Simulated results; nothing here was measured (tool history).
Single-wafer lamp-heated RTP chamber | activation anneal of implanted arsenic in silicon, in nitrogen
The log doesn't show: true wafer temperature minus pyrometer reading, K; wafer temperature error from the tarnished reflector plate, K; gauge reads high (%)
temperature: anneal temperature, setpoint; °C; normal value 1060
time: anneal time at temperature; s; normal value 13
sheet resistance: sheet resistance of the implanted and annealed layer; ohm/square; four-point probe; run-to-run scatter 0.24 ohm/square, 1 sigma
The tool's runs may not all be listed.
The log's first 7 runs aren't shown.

run	hour	temperature	time	wafers since the last listed run	wafers since the last pyrometer calibration	wafers since the reflector plate was cleaned	hours since the gauge calibration	read-back reference wafer on the same gauge, sheet resistance	sheet resistance
8	131	1060	13	287	1672	1375	1384.4	97.94	108.64
9	156.1	1060	13	522	2194	1897	1409.5	97.99	108.84
10	169.5	1060	13	278	2473	2176	1422.9	98.04	108.69
# hour 170.7: gauge calibrated
11	183.7	1060	13	295	2769	2472	13	96.25	106.57
12	204	1070	13	422	3191	2894	33.3	96.27	104.05
13	239.6	1036	13	740	3932	3635	68.9	96.25	112.28
14	266.4	1060	13	557	4490	4193	95.7	96.16	106.33
15	300	1060	13	699	5189	4892	129.3	96.17	106.5
16	335.9	1060	13	747	5936	5639	165.2	96.28	106.56
# hour 369.7: reflector plate cleaned
17	371.7	1069	10	578	6514	42	201	96.23	106.62
# hour 397.1: pyrometer window cleaned and pyrometer calibrated
18	405.7	1045	15	541	179	583	235	96.26	109.29
19	438.7	1071	13	686	866	1270	268	96.42	104.15
20	472.6	1060	19	705	1571	1975	301.9	96.36	102.71
21	494.6	1085	16	457	2029	2433	323.9	96.42	98.52
22	591.1	1051	9	2008	4037	4441	420.4	96.41	112.31
# hour 620.3: reflector plate cleaned
23	620.8	1039	8	451	4489	9	450.1	96.43	116.19
24	643.9	1073	8	480	4970	490	473.2	96.51	108.15
25	656.5	1060	13	262	5232	752	485.8	96.51	107.2
26	680.9	1036	20	507	5740	1260	510.2	96.52	108.28
27	694.9	1068	19	291	6031	1551	524.2	96.48	100.97
28	754.8	1060	17	1246	7277	2798	584.1	96.64	104.61
29	769.4	1060	13	303	7581	3102	598.7	96.64	106.59
30	785.1	1032	13	326	7908	3428	614.4	96.68	114.08
31	800.9	1060	6	328	8237	3757	630.2	96.64	114.15

What will run 32 give?
32	825.4	1052	13	509	8747	4267	654.7	?	?

{"run 32": {"read-back reference wafer on the same gauge, sheet resistance": 96.56, "sheet resistance": 108.49}}
Without the tool's hidden state the same run would have given sheet resistance 107.77 ohm/square.
